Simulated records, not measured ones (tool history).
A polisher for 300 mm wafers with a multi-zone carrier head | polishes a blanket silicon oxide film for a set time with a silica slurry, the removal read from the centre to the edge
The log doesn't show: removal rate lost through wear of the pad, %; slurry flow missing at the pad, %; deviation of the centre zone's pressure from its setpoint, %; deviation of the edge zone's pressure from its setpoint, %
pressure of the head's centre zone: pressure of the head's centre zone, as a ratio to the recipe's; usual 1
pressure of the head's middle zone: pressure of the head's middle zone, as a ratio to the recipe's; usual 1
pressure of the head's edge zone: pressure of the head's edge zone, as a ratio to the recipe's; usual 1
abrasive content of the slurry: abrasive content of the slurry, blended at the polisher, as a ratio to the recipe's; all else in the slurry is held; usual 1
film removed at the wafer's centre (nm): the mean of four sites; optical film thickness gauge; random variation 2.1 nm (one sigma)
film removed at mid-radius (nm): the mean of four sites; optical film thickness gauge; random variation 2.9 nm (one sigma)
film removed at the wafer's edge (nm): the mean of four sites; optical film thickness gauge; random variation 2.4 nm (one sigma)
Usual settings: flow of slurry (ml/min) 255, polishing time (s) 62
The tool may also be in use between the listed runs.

run,hour,flow of slurry (ml/min),pressure of the head's centre zone,pressure of the head's middle zone,pressure of the head's edge zone,abrasive content of the slurry,polishing time (s),wafers since the last listed run,wafers polished on this pad,hours since the slurry nozzle was cleaned,hours since the centre zone pressure was calibrated,hours since the edge zone pressure was calibrated,hours since the carrier head's membrane was replaced,"incoming thickness of the incoming film, nm",film removed at the wafer's centre (nm),film removed at mid-radius (nm),film removed at the wafer's edge (nm)
1,0,255,1,1,1,1,62,0,1527,137.2,448.3,168.7,413.1,957.7,202.6,200.7,200.4
2,69.9,255,1,1,1,1,62,983,2510,207.1,518.2,238.6,483,964.9,201.6,197.7,204.4
3,103.1,255,1,1,1,1,62,467,2977,240.3,551.4,271.8,516.2,969,201.3,203,203.2
# hour 114.8: slurry nozzle cleaned
4,127.6,255,1,1,1,1,62,330,3308,12.8,575.9,296.3,540.7,957.4,215.3,216.4,211.8
# hour 140.1: worn pad replaced by a new one
5,186.4,255,1,1,1,1.1,72,770,651,71.6,634.7,355.1,599.5,945.6,254.5,250.2,248.2
6,255.8,255,1,1,1,1.1,72,976,1627,141,704.1,424.5,668.9,952.6,248.9,251,247.9
# hour 318.7: edge zone pressure recalibrated
7,321.5,255,1,1.06,1,1,62,896,2523,206.7,769.8,2.8,734.6,954.1,202.3,208.9,199
# hour 325.7: slurry nozzle cleaned
# hour 364.9: worn pad replaced by a new one
8,385,255,1,1,1,1,62,822,282,59.3,833.3,66.3,798.1,948.6,209.9,208.9,202.8
9,435,255,1,1,1,1,62,703,985,109.3,883.3,116.3,848.1,943,207.1,205.6,200.2
10,466.9,255,1,1,1,1,62,448,1434,141.2,915.2,148.2,880,956.9,205,205.1,203.3
11,495.1,225,1,1,1,1,47,396,1831,169.4,943.4,176.4,908.2,962.3,154.1,151.4,152.3
# hour 587.5: slurry nozzle cleaned
# hour 607.2: worn pad replaced by a new one
12,704.2,255,1.08,1,1,1,76,2871,1364,116.7,1152.5,385.5,1117.3,964.5,261.3,251.4,254.2
13,770.6,255,1,1,1,1,62,934,2298,183.1,1218.9,451.9,1183.7,951.6,199.3,200.1,200.4
# hour 801.7: edge zone pressure recalibrated
14,813,195,1,1,0.95,1,62,568,2867,225.5,1261.3,11.3,1226.1,958.5,190.9,194.6,192.7
# hour 821.6: slurry nozzle cleaned
# hour 833.6: carrier head's membrane replaced by a new one
# hour 869.8: worn pad replaced by a new one
15,881.2,255,1,1,1.05,0.85,62,818,160,59.6,1329.5,79.5,47.6,938.4,193.1,194.7,195.2
# hour 910.2: centre zone pressure recalibrated
16,1017.3,255,0.97,0.9,1,1,56,1886,2046,195.7,107.1,215.6,183.7,948.6,175.2,163.2,178.5
# hour 1026.2: slurry nozzle cleaned
17,1053.8,180,1,1,1,1,62,499,2545,27.6,143.6,252.1,220.2,963.4,201.7,201.7,201.7
18,1113.6,255,1,1,0.93,0.9,62,841,3387,87.4,203.4,311.9,280,956.3,195.3,196.3,189.4
# hour 1125.2: worn pad replaced by a new one
19,1175.5,255,1.06,1,1,1.3,62,814,707,149.3,265.3,373.8,341.9,957.1,237.6,225.5,230.9

4 ways to go on from here, each from the tool as it stands after run 19. What would each give?
A,1175.9,255,1,1,1,1,62,5,713,149.7,265.7,374.2,342.3,957.3,?,?,?
B,1175.9,255,1,1,0.94,1.2,62,5,713,149.7,265.7,374.2,342.3,957.3,?,?,?
C,1175.9,325,1,1,1,1,62,5,713,149.7,265.7,374.2,342.3,957.3,?,?,?
D,1175.9,170,1,1,1,1,69,5,713,149.7,265.7,374.2,342.3,957.3,?,?,?

run,film removed at the wafer's centre (nm),film removed at mid-radius (nm),film removed at the wafer's edge (nm)
A,202,198.5,202.7
B,219.4,215.5,214.3
C,209.7,205.2,207.8
D,208,206.3,214.9
Without the tool's hidden state the same runs would have given:
run,film removed at the wafer's centre (nm),film removed at mid-radius (nm),film removed at the wafer's edge (nm)
A,217.2,211.7,212.7
B,235.8,229.9,224.8
C,222.4,216.3,216.2
D,230,225.4,229
